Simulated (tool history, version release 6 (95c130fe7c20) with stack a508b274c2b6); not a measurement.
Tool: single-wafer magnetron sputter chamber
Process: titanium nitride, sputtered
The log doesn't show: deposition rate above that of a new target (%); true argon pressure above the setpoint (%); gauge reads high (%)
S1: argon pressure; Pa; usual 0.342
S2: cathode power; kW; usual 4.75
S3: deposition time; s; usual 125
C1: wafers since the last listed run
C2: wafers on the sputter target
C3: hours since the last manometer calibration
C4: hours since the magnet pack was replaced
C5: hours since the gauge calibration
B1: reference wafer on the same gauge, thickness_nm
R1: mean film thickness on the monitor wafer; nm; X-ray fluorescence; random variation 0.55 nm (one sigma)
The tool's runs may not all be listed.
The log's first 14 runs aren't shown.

{"run": 15, "hour": 595.4, "S1": 0.342, "S2": 4.75, "S3": 143, "C1": 217, "C2": 6812, "C3": 925, "C4": 5669.5, "C5": 2099.6, "B1": 133.957, "R1": 125.854}
{"run": 16, "hour": 632.6, "S1": 0.342, "S2": 4.75, "S3": 125, "C1": 289, "C2": 7101, "C3": 962.2, "C4": 5706.7, "C5": 2136.8, "B1": 133.802, "R1": 109.548}
{"run": 17, "hour": 676.7, "S1": 0.342, "S2": 4.75, "S3": 142, "C1": 343, "C2": 7444, "C3": 1006.3, "C4": 5750.8, "C5": 2180.9, "B1": 133.9, "R1": 125.442}
{"hour": 676.9, "done": "gauge calibrated"}
{"run": 18, "hour": 701.3, "S1": 0.342, "S2": 5.25, "S3": 143, "C1": 191, "C2": 7636, "C3": 1030.9, "C4": 5775.4, "C5": 24.4, "B1": 133.924, "R1": 139.663}
{"run": 19, "hour": 755.8, "S1": 0.286, "S2": 4.75, "S3": 125, "C1": 424, "C2": 8060, "C3": 1085.4, "C4": 5829.9, "C5": 78.9, "B1": 133.87, "R1": 114.204}
{"hour": 795.6, "done": "sputter target and shields replaced"}
{"run": 20, "hour": 803.9, "S1": 0.342, "S2": 4.75, "S3": 125, "C1": 311, "C2": 64, "C3": 1133.5, "C4": 5878, "C5": 127, "B1": 134.061, "R1": 110.051}
{"run": 21, "hour": 837.3, "S1": 0.342, "S2": 4.75, "S3": 125, "C1": 259, "C2": 324, "C3": 1166.9, "C4": 5911.4, "C5": 160.4, "B1": 134.036, "R1": 109.876}
{"run": 22, "hour": 898.6, "S1": 0.342, "S2": 4.15, "S3": 106, "C1": 476, "C2": 801, "C3": 1228.2, "C4": 5972.7, "C5": 221.7, "B1": 133.87, "R1": 80.508}
{"run": 23, "hour": 943.0, "S1": 0.293, "S2": 4.75, "S3": 101, "C1": 345, "C2": 1146, "C3": 1272.6, "C4": 6017.1, "C5": 266.1, "B1": 133.988, "R1": 91.733}
{"hour": 970.3, "done": "magnet pack replaced, of another model than before"}
{"hour": 979.6, "done": "capacitance manometer re-zeroed and calibrated"}
{"run": 24, "hour": 1014.6, "S1": 0.222, "S2": 3.95, "S3": 137, "C1": 432, "C2": 1579, "C3": 35, "C4": 44.3, "C5": 337.7, "B1": 133.851, "R1": 113.971}
{"run": 25, "hour": 1065.0, "S1": 0.342, "S2": 4.75, "S3": 148, "C1": 392, "C2": 1971, "C3": 85.4, "C4": 94.7, "C5": 388.1, "B1": 134.026, "R1": 132.123}
{"run": 26, "hour": 1129.9, "S1": 0.342, "S2": 4.75, "S3": 125, "C1": 504, "C2": 2476, "C3": 150.3, "C4": 159.6, "C5": 453, "B1": 134.094, "R1": 111.096}
{"run": 27, "hour": 1181.5, "S1": 0.261, "S2": 4.75, "S3": 102, "C1": 401, "C2": 2877, "C3": 201.9, "C4": 211.2, "C5": 504.6, "B1": 133.94, "R1": 97.399}
{"run": 28, "hour": 1239.0, "S1": 0.342, "S2": 4.75, "S3": 125, "C1": 447, "C2": 3324, "C3": 259.4, "C4": 268.7, "C5": 562.1, "B1": 133.987, "R1": 110.911}
{"run": 29, "hour": 1284.4, "S1": 0.392, "S2": 5.2, "S3": 125, "C1": 353, "C2": 3678, "C3": 304.8, "C4": 314.1, "C5": 607.5, "B1": 133.949, "R1": 114.905}
{"run": 30, "hour": 1332.9, "S1": 0.222, "S2": 3.95, "S3": 137, "C1": 377, "C2": 4055, "C3": 353.3, "C4": 362.6, "C5": 656, "B1": 134.005, "R1": 113.638}
{"run": 31, "hour": 1392.2, "S1": 0.342, "S2": 3.75, "S3": 125, "C1": 461, "C2": 4516, "C3": 412.6, "C4": 421.9, "C5": 715.3, "B1": 134.021, "R1": 87.824}
{"run": 32, "hour": 1421.3, "S1": 0.342, "S2": 3.7, "S3": 141, "C1": 226, "C2": 4743, "C3": 441.7, "C4": 451, "C5": 744.4, "B1": 133.93, "R1": 96.32}
{"run": 33, "hour": 1486.8, "S1": 0.342, "S2": 5.9, "S3": 125, "C1": 509, "C2": 5252, "C3": 507.2, "C4": 516.5, "C5": 809.9, "B1": 133.981, "R1": 135.565}
{"run": 34, "hour": 1557.7, "S1": 0.342, "S2": 4.75, "S3": 125, "C1": 551, "C2": 5804, "C3": 578.1, "C4": 587.4, "C5": 880.8, "B1": 133.928, "R1": 109.475}

Forecast each of these 5 alternatives for the next run:
{"run": "A", "hour": 1558.1, "S1": 0.388, "S2": 4.75, "S3": 125, "C1": 3, "C2": 5807, "C3": 578.5, "C4": 587.8, "C5": 881.2, "B1": "?", "R1": "?"}
{"run": "B", "hour": 1558.1, "S1": 0.273, "S2": 4.75, "S3": 125, "C1": 3, "C2": 5807, "C3": 578.5, "C4": 587.8, "C5": 881.2, "B1": "?", "R1": "?"}
{"run": "C", "hour": 1558.1, "S1": 0.249, "S2": 4.45, "S3": 125, "C1": 3, "C2": 5807, "C3": 578.5, "C4": 587.8, "C5": 881.2, "B1": "?", "R1": "?"}
{"run": "D", "hour": 1558.1, "S1": 0.342, "S2": 5.7, "S3": 125, "C1": 3, "C2": 5807, "C3": 578.5, "C4": 587.8, "C5": 881.2, "B1": "?", "R1": "?"}
{"run": "E", "hour": 1558.1, "S1": 0.342, "S2": 5.55, "S3": 114, "C1": 3, "C2": 5807, "C3": 578.5, "C4": 587.8, "C5": 881.2, "B1": "?", "R1": "?"}

run=A B1=133.98 R1=104.092
run=B B1=133.98 R1=117.091
run=C B1=133.98 R1=112.495
run=D B1=133.98 R1=130.851
run=E B1=133.98 R1=116.196
Without the tool's hidden state the same runs would have given:
run=A R1=107.192
run=B R1=118.531
run=C R1=113.452
run=D R1=133.851
run=E R1=118.86
